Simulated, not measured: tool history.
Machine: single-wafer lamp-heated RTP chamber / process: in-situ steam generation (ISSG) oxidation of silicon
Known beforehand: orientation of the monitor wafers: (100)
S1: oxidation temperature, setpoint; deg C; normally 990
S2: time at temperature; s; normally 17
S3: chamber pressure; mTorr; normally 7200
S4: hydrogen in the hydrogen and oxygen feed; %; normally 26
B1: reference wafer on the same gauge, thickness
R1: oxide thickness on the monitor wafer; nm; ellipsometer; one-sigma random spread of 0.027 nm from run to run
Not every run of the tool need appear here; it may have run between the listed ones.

run	hour	S1	S2	S3	S4	B1	R1
1	0.0	990	17	7200	26	4.192	4.827
2	45.9	990	17	7200	24	4.182	4.720
# hour 128.7: gauge calibrated
3	170.2	990	17	7200	24	4.183	4.773
4	209.5	990	17	7200	24	4.189	4.824
5	274.7	990	17	7200	19	4.198	4.598
6	304.0	990	17	7200	26	4.192	4.978
7	344.3	990	17	7200	26	4.180	5.013
# hour 364.1: pressure gauge zeroed
8	383.3	990	17	7200	26	4.182	5.034
# hour 400.0: pyrometer window cleaned and pyrometer calibrated
9	408.4	990	21	7200	26	4.184	5.373
10	594.9	1009	17	7200	26	4.191	5.305
11	646.3	980	22	7200	26	4.185	5.259
12	692.7	972	21	7600	30	4.186	5.271
13	729.5	977	17	7200	26	4.193	4.672
14	779.8	990	15	6900	26	4.191	4.678
15	837.6	983	11	7200	32	4.193	4.356
# hour 847.3: pyrometer window cleaned and pyrometer calibrated
# hour 887.5: hydrogen flow controller replaced
16	891.6	990	22	8300	30	4.192	5.619
17	927.2	990	15	7700	26	4.186	4.544
18	981.5	977	22	7200	21	4.196	4.878
19	1015.5	976	17	6900	29	4.200	4.804
20	1074.6	1003	17	6900	31	4.187	5.400
21	1099.1	990	17	7200	26	4.195	4.953
22	1143.1	990	17	7200	30	4.193	5.132
23	1211.2	990	20	7200	26	4.189	5.339

Run 24 has not been measured yet. What should we expect?
24	1260.1	996	11	8000	32	?	?

Run 24 came out at B1 4.188, R1 4.515 nm.
On a tool with no hidden condition, and with the same random variation, this run would have come out at R1 4.397 nm.
